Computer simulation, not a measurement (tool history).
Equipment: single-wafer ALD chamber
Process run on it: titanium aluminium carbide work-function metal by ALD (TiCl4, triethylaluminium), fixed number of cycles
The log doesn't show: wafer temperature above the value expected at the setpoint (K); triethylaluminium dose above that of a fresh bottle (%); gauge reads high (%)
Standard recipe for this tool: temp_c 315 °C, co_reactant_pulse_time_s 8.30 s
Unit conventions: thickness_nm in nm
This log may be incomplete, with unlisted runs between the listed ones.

| run | hour | temp_c | co_reactant_pulse_time_s | wafers since the last listed run | hours since the last thermocouple change | hours since the last triethylaluminium bottle change | hours since the showerhead was replaced | hours since the gauge calibration | read-back reference wafer on the same gauge, thickness_nm | thickness_nm |
|---|---|---|---|---|---|---|---|---|---|---|
| 1 | 0.0 | 318 | 8.30 | 0 | 801.2 | 640.5 | 1860.9 | 102.5 | 2.048 | 2.143 |
| 2 | 21.0 | 318 | 8.30 | 346 | 822.2 | 661.5 | 1881.9 | 123.5 | 2.050 | 2.126 |
| 3 | 38.9 | 318 | 8.30 | 295 | 840.1 | 679.4 | 1899.8 | 141.4 | 2.049 | 2.155 |
| 4 | 54.4 | 315 | 6.26 | 255 | 855.6 | 694.9 | 1915.3 | 156.9 | 2.050 | 1.871 |
| 5 | 68.3 | 315 | 6.26 | 229 | 869.5 | 708.8 | 1929.2 | 170.8 | 2.045 | 1.859 |
| 6 | 95.1 | 315 | 6.26 | 442 | 896.3 | 735.6 | 1956.0 | 197.6 | 2.053 | 1.871 |
| 7 | 129.0 | 315 | 8.30 | 559 | 930.2 | 769.5 | 1989.9 | 231.5 | 2.044 | 2.089 |
| 8 | 149.3 | 315 | 10.63 | 335 | 950.5 | 789.8 | 2010.2 | 251.8 | 2.042 | 2.186 |
| 9 | 177.3 | 315 | 8.30 | 462 | 978.5 | 817.8 | 2038.2 | 279.8 | 2.046 | 2.098 |
| 10 | 191.8 | 315 | 8.30 | 239 | 993.0 | 832.3 | 2052.7 | 294.3 | 2.051 | 2.097 |
| 11 | 223.1 | 322 | 6.76 | 516 | 1024.3 | 863.6 | 2084.0 | 325.6 | 2.049 | 1.963 |
| 12 | 239.2 | 322 | 6.76 | 265 | 1040.4 | 879.7 | 2100.1 | 341.7 | 2.047 | 1.969 |
| 13 | 255.3 | 322 | 6.76 | 265 | 1056.5 | 895.8 | 2116.2 | 357.8 | 2.049 | 1.967 |
| 14 | 286.3 | 315 | 9.13 | 511 | 1087.5 | 926.8 | 2147.2 | 388.8 | 2.042 | 2.136 |
| 15 | 321.7 | 315 | 6.26 | 584 | 1122.9 | 962.2 | 2182.6 | 424.2 | 2.045 | 1.811 |
| 16 | 352.7 | 301 | 10.58 | 511 | 1153.9 | 993.2 | 2213.6 | 455.2 | 2.052 | 2.077 |
| 17 | 381.4 | 315 | 8.30 | 473 | 1182.6 | 1021.9 | 2242.3 | 483.9 | 2.050 | 2.062 |
| 18 | 416.8 | 304 | 7.33 | 584 | 1218.0 | 1057.3 | 2277.7 | 519.3 | 2.047 | 1.877 |
| 19 | 441.3 | 330 | 10.93 | 404 | 1242.5 | 1081.8 | 2302.2 | 543.8 | 2.046 | 2.298 |
|  | 451.4 | gauge calibrated |
| 20 | 469.3 | 315 | 8.30 | 462 | 1270.5 | 1109.8 | 2330.2 | 17.9 | 2.056 | 2.034 |
|  | 488.4 | showerhead replaced |
| 21 | 495.6 | 315 | 8.30 | 302 | 1296.8 | 1136.1 | 7.2 | 44.2 | 2.047 | 2.027 |
|  | 519.7 | triethylaluminium bottle replaced |
|  | 603.8 | thermocouple changed; heater temperature recalibrated |
| 22 | 604.3 | 322 | 5.15 | 1530 | 0.5 | 84.6 | 115.9 | 152.9 | 2.052 | 1.727 |
| 23 | 634.0 | 302 | 8.30 | 490 | 30.2 | 114.3 | 145.6 | 182.6 | 2.052 | 2.065 |
| 24 | 646.1 | 315 | 11.07 | 199 | 42.3 | 126.4 | 157.7 | 194.7 | 2.054 | 2.250 |
| 25 | 681.0 | 309 | 6.34 | 576 | 77.2 | 161.3 | 192.6 | 229.6 | 2.056 | 1.891 |
| 26 | 693.3 | 302 | 5.77 | 203 | 89.5 | 173.6 | 204.9 | 241.9 | 2.050 | 1.745 |
| 27 | 705.8 | 302 | 11.29 | 206 | 102.0 | 186.1 | 217.4 | 254.4 | 2.050 | 2.139 |
| 28 | 740.2 | 302 | 6.66 | 568 | 136.4 | 220.5 | 251.8 | 288.8 | 2.055 | 1.887 |
| 29 | 757.6 | 309 | 8.30 | 287 | 153.8 | 237.9 | 269.2 | 306.2 | 2.048 | 2.090 |

Below, some changes in thickness_nm between adjacent runs. For each, the amount present without the hidden state too (settings, incoming material, random variation) and the amount remaining for the hidden state with gauge scatter not shared by both compared results:
Run 15 -> 16: temp_c 315 -> 301, co_reactant_pulse_time_s 6.26 -> 10.58. thickness_nm +0.266 nm: hidden state +0.087, all else +0.179.
Run 18 -> 19: temp_c 304 -> 330, co_reactant_pulse_time_s 7.33 -> 10.93. thickness_nm +0.421 nm: hidden state +0.070, all else +0.351.
Run 21 -> 22: temp_c 315 -> 322, co_reactant_pulse_time_s 8.30 -> 5.15, triethylaluminium bottle replaced, thermocouple changed; heater temperature recalibrated. thickness_nm -0.300 nm: hidden state +0.105, all else -0.405.
Run 26 -> 27: co_reactant_pulse_time_s 5.77 -> 11.29. thickness_nm +0.394 nm: hidden state +0.011, all else +0.383.
